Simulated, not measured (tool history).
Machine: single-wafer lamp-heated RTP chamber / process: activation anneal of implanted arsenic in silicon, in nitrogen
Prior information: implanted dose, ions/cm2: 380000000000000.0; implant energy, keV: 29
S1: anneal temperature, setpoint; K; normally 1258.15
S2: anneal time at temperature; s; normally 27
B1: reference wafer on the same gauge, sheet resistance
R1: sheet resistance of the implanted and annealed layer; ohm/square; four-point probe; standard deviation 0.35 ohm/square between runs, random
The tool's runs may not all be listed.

| run | hour | S1 | S2 | B1 | R1 |
|---|---|---|---|---|---|
| 1 | 0 | 1258.15 | 27 | 241.04 | 234.49 |
| 2 | 38.5 | 1258.15 | 27 | 240.95 | 234.09 |
| 3 | 65.4 | 1258.15 | 27 | 240.87 | 233.92 |
| 4 | 110.2 | 1245.15 | 38 | 240.99 | 233.61 |
| 5 | 146.1 | 1245.15 | 38 | 241.04 | 234.3 |
| 6 | 176.5 | 1245.15 | 38 | 241.02 | 233.36 |
| 7 | 229.3 | 1258.15 | 27 | 240.87 | 234.28 |
| 8 | 286.1 | 1258.15 | 27 | 240.96 | 233.87 |
| 9 | 312 | 1229.15 | 16 | 240.99 | 236.64 |
|  | 344.1 | pyrometer window cleaned and pyrometer calibrated |
| 10 | 344.6 | 1238.15 | 16 | 241.04 | 236.79 |
| 11 | 383.4 | 1247.15 | 19 | 241.02 | 236.4 |
|  | 420.1 | gauge calibrated |
| 12 | 532.6 | 1267.15 | 22 | 240.89 | 234 |
| 13 | 570.1 | 1268.15 | 22 | 240.99 | 234.34 |
|  | 582.5 | reflector plate cleaned |
| 14 | 601.5 | 1285.15 | 41 | 240.94 | 229.74 |
| 15 | 633.2 | 1258.15 | 32 | 240.93 | 233.21 |
| 16 | 680 | 1258.15 | 27 | 241.13 | 234.67 |
| 17 | 739.9 | 1258.15 | 27 | 240.92 | 234.28 |

Give the tool's hidden conditions for every run:
true wafer temperature minus pyrometer reading, K: 0 across all the runs
wafer temperature error from the tarnished reflector plate, K: 0 across all the runs
gauge reads high (%): 0 across all the runs
